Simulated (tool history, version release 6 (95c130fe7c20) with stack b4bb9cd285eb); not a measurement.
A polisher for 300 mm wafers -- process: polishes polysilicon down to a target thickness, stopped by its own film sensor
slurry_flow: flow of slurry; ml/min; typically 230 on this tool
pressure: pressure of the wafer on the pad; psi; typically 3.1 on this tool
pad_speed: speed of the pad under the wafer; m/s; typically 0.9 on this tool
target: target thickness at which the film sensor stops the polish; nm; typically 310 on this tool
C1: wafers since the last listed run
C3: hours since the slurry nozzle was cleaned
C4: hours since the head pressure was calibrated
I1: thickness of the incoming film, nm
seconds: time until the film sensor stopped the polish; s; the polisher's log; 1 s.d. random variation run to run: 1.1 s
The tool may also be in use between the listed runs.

{"run": 1, "day": 0.0, "slurry_flow": 200, "pressure": 3.1, "pad_speed": 0.9, "target": 310, "C1": 0, "wafers polished on this pad": 804, "C3": 219.8, "C4": 497, "I1": 815.8, "seconds": 63.5}
{"day": 0.271, "done": "worn pad replaced by a new one"}
{"run": 2, "day": 0.704, "slurry_flow": 200, "pressure": 3.1, "pad_speed": 0.9, "target": 310, "C1": 97, "wafers polished on this pad": 78, "C3": 236.7, "C4": 513.9, "I1": 799.4, "seconds": 57.1}
{"run": 3, "day": 0.983, "slurry_flow": 230, "pressure": 3.1, "pad_speed": 0.9, "target": 310, "C1": 50, "wafers polished on this pad": 129, "C3": 243.4, "C4": 520.6, "I1": 797.5, "seconds": 55.9}
{"run": 4, "day": 1.417, "slurry_flow": 230, "pressure": 3.1, "pad_speed": 0.9, "target": 310, "C1": 78, "wafers polished on this pad": 208, "C3": 253.8, "C4": 531, "I1": 810.6, "seconds": 57.4}
{"run": 5, "day": 2.104, "slurry_flow": 230, "pressure": 3.1, "pad_speed": 0.9, "target": 310, "C1": 124, "wafers polished on this pad": 333, "C3": 270.3, "C4": 547.5, "I1": 810.3, "seconds": 58.7}
{"run": 6, "day": 2.783, "slurry_flow": 230, "pressure": 2.4, "pad_speed": 0.72, "target": 310, "C1": 123, "wafers polished on this pad": 456, "C3": 286.6, "C4": 563.8, "I1": 823.9, "seconds": 97}
{"run": 7, "day": 3.375, "slurry_flow": 230, "pressure": 2.4, "pad_speed": 0.72, "target": 310, "C1": 107, "wafers polished on this pad": 564, "C3": 300.8, "C4": 578, "I1": 805.3, "seconds": 94.3}
{"day": 3.971, "done": "slurry nozzle cleaned"}
{"run": 8, "day": 4.079, "slurry_flow": 230, "pressure": 2.4, "pad_speed": 0.72, "target": 310, "C1": 120, "wafers polished on this pad": 684, "C3": 2.6, "C4": 594.9, "I1": 820.4, "seconds": 101}
{"run": 9, "day": 4.688, "slurry_flow": 175, "pressure": 3.1, "pad_speed": 0.9, "target": 310, "C1": 110, "wafers polished on this pad": 794, "C3": 17.2, "C4": 609.5, "I1": 813.6, "seconds": 60.8}
{"run": 10, "day": 5.121, "slurry_flow": 175, "pressure": 3.1, "pad_speed": 0.9, "target": 310, "C1": 78, "wafers polished on this pad": 873, "C3": 27.6, "C4": 619.9, "I1": 805.2, "seconds": 63}
{"day": 5.338, "done": "worn pad replaced by a new one"}
{"run": 11, "day": 5.783, "slurry_flow": 205, "pressure": 3.1, "pad_speed": 0.74, "target": 310, "C1": 90, "wafers polished on this pad": 80, "C3": 43.5, "C4": 635.8, "I1": 814.1, "seconds": 72.5}
{"day": 6.146, "done": "head pressure recalibrated"}
{"run": 12, "day": 6.521, "slurry_flow": 205, "pressure": 3.1, "pad_speed": 0.74, "target": 310, "C1": 118, "wafers polished on this pad": 199, "C3": 61.2, "C4": 9, "I1": 811.7, "seconds": 72.2}
{"run": 13, "day": 7.212, "slurry_flow": 260, "pressure": 3.1, "pad_speed": 0.64, "target": 187, "C1": 125, "wafers polished on this pad": 325, "C3": 77.8, "C4": 25.6, "I1": 807.7, "seconds": 97.7}
{"run": 14, "day": 7.496, "slurry_flow": 300, "pressure": 2.1, "pad_speed": 0.74, "target": 482, "C1": 51, "wafers polished on this pad": 376, "C3": 84.6, "C4": 32.4, "I1": 803.1, "seconds": 66.3}
{"run": 15, "day": 7.767, "slurry_flow": 230, "pressure": 3.1, "pad_speed": 0.9, "target": 447, "C1": 49, "wafers polished on this pad": 425, "C3": 91.1, "C4": 38.9, "I1": 821.5, "seconds": 42.8}
{"run": 16, "day": 8.05, "slurry_flow": 230, "pressure": 3.1, "pad_speed": 0.76, "target": 310, "C1": 51, "wafers polished on this pad": 477, "C3": 97.9, "C4": 45.7, "I1": 808.6, "seconds": 68.6}
{"run": 17, "day": 8.546, "slurry_flow": 160, "pressure": 2.5, "pad_speed": 0.98, "target": 462, "C1": 90, "wafers polished on this pad": 567, "C3": 109.8, "C4": 57.6, "I1": 797.5, "seconds": 46.5}
{"run": 18, "day": 8.871, "slurry_flow": 175, "pressure": 3.1, "pad_speed": 0.9, "target": 310, "C1": 59, "wafers polished on this pad": 626, "C3": 117.6, "C4": 65.4, "I1": 820.4, "seconds": 62.5}
{"run": 19, "day": 9.55, "slurry_flow": 165, "pressure": 3.1, "pad_speed": 1.14, "target": 310, "C1": 123, "wafers polished on this pad": 749, "C3": 133.9, "C4": 81.7, "I1": 819.9, "seconds": 51.5}
{"day": 9.746, "done": "worn pad replaced by a new one"}
{"run": 20, "day": 9.846, "slurry_flow": 195, "pressure": 4.1, "pad_speed": 0.9, "target": 310, "C1": 23, "wafers polished on this pad": 18, "C3": 141, "C4": 88.8, "I1": 812.9, "seconds": 45.6}
{"run": 21, "day": 10.108, "slurry_flow": 230, "pressure": 3.1, "pad_speed": 0.9, "target": 310, "C1": 47, "wafers polished on this pad": 66, "C3": 147.3, "C4": 95.1, "I1": 809.3, "seconds": 56.7}
{"run": 22, "day": 10.667, "slurry_flow": 300, "pressure": 2.3, "pad_speed": 0.9, "target": 310, "C1": 101, "wafers polished on this pad": 167, "C3": 160.7, "C4": 108.5, "I1": 805, "seconds": 74.5}
{"run": 23, "day": 11.217, "slurry_flow": 230, "pressure": 3.1, "pad_speed": 0.9, "target": 310, "C1": 99, "wafers polished on this pad": 267, "C3": 173.9, "C4": 121.7, "I1": 814.6, "seconds": 59.4}
{"run": 24, "day": 11.746, "slurry_flow": 230, "pressure": 3.1, "pad_speed": 0.9, "target": 310, "C1": 96, "wafers polished on this pad": 363, "C3": 186.6, "C4": 134.4, "I1": 812.8, "seconds": 60}
{"run": 25, "day": 12.15, "slurry_flow": 230, "pressure": 3.1, "pad_speed": 0.9, "target": 432, "C1": 73, "wafers polished on this pad": 436, "C3": 196.3, "C4": 144.1, "I1": 824.7, "seconds": 45.2}
{"run": 26, "day": 12.829, "slurry_flow": 230, "pressure": 2.4, "pad_speed": 0.64, "target": 310, "C1": 123, "wafers polished on this pad": 560, "C3": 212.6, "C4": 160.4, "I1": 808, "seconds": 105.1}
{"run": 27, "day": 13.1, "slurry_flow": 230, "pressure": 3.1, "pad_speed": 0.62, "target": 310, "C1": 49, "wafers polished on this pad": 609, "C3": 219.1, "C4": 166.9, "I1": 814.9, "seconds": 86.1}
{"run": 28, "day": 13.479, "slurry_flow": 275, "pressure": 2.4, "pad_speed": 0.9, "target": 310, "C1": 68, "wafers polished on this pad": 678, "C3": 228.2, "C4": 176, "I1": 804.6, "seconds": 74.6}
{"run": 29, "day": 14.033, "slurry_flow": 165, "pressure": 3.1, "pad_speed": 0.9, "target": 262, "C1": 100, "wafers polished on this pad": 778, "C3": 241.5, "C4": 189.3, "I1": 800.7, "seconds": 67.4}
{"day": 14.521, "done": "worn pad replaced by a new one"}
{"run": 30, "day": 14.725, "slurry_flow": 195, "pressure": 2.7, "pad_speed": 1.12, "target": 151, "C1": 95, "wafers polished on this pad": 37, "C3": 258.1, "C4": 205.9, "I1": 813.4, "seconds": 73.7}
{"run": 31, "day": 15.442, "slurry_flow": 230, "pressure": 3.1, "pad_speed": 0.9, "target": 432, "C1": 130, "wafers polished on this pad": 167, "C3": 275.3, "C4": 223.1, "I1": 809.9, "seconds": 43}
{"run": 32, "day": 15.696, "slurry_flow": 230, "pressure": 3.1, "pad_speed": 0.9, "target": 245, "C1": 46, "wafers polished on this pad": 213, "C3": 281.4, "C4": 229.2, "I1": 804.8, "seconds": 66.2}
{"run": 33, "day": 16.258, "slurry_flow": 180, "pressure": 2.6, "pad_speed": 0.9, "target": 310, "C1": 102, "wafers polished on this pad": 315, "C3": 294.9, "C4": 242.7, "I1": 812.2, "seconds": 71.8}
{"run": 34, "day": 16.683, "slurry_flow": 230, "pressure": 3.1, "pad_speed": 0.6, "target": 355, "C1": 77, "wafers polished on this pad": 392, "C3": 305.1, "C4": 252.9, "I1": 813.5, "seconds": 82}
{"day": 16.75, "done": "slurry nozzle cleaned"}
{"run": 35, "day": 17.038, "slurry_flow": 230, "pressure": 3.9, "pad_speed": 0.9, "target": 310, "C1": 56, "wafers polished on this pad": 449, "C3": 6.9, "C4": 261.4, "I1": 811.5, "seconds": 46.4}
{"run": 36, "day": 17.404, "slurry_flow": 230, "pressure": 3.1, "pad_speed": 0.9, "target": 310, "C1": 66, "wafers polished on this pad": 516, "C3": 15.7, "C4": 270.2, "I1": 812.7, "seconds": 59.8}

Forecast each of these 5 alternatives for the next run:
{"run": "A", "day": 17.421, "slurry_flow": 230, "pressure": 3.1, "pad_speed": 0.9, "target": 310, "C1": 3, "wafers polished on this pad": 519, "C3": 16.1, "C4": 270.6, "I1": 822.6, "seconds": "?"}
{"run": "B", "day": 17.421, "slurry_flow": 230, "pressure": 3.8, "pad_speed": 1.08, "target": 143, "C1": 3, "wafers polished on this pad": 519, "C3": 16.1, "C4": 270.6, "I1": 822.6, "seconds": "?"}
{"run": "C", "day": 17.421, "slurry_flow": 230, "pressure": 2.6, "pad_speed": 0.9, "target": 310, "C1": 3, "wafers polished on this pad": 519, "C3": 16.1, "C4": 270.6, "I1": 822.6, "seconds": "?"}
{"run": "D", "day": 17.421, "slurry_flow": 250, "pressure": 3.1, "pad_speed": 0.9, "target": 310, "C1": 3, "wafers polished on this pad": 519, "C3": 16.1, "C4": 270.6, "I1": 822.6, "seconds": "?"}
{"run": "E", "day": 17.421, "slurry_flow": 230, "pressure": 3.1, "pad_speed": 0.9, "target": 265, "C1": 3, "wafers polished on this pad": 519, "C3": 16.1, "C4": 270.6, "I1": 822.6, "seconds": "?"}

run=A seconds=62.7
run=B seconds=56.5
run=C seconds=74.8
run=D seconds=62.3
run=E seconds=68.2
The same runs, with their run-to-run variation unchanged, on a tool lacking any hidden condition would have given:
run=A seconds=60.7
run=B seconds=54.7
run=C seconds=72.3
run=D seconds=60.3
run=E seconds=66

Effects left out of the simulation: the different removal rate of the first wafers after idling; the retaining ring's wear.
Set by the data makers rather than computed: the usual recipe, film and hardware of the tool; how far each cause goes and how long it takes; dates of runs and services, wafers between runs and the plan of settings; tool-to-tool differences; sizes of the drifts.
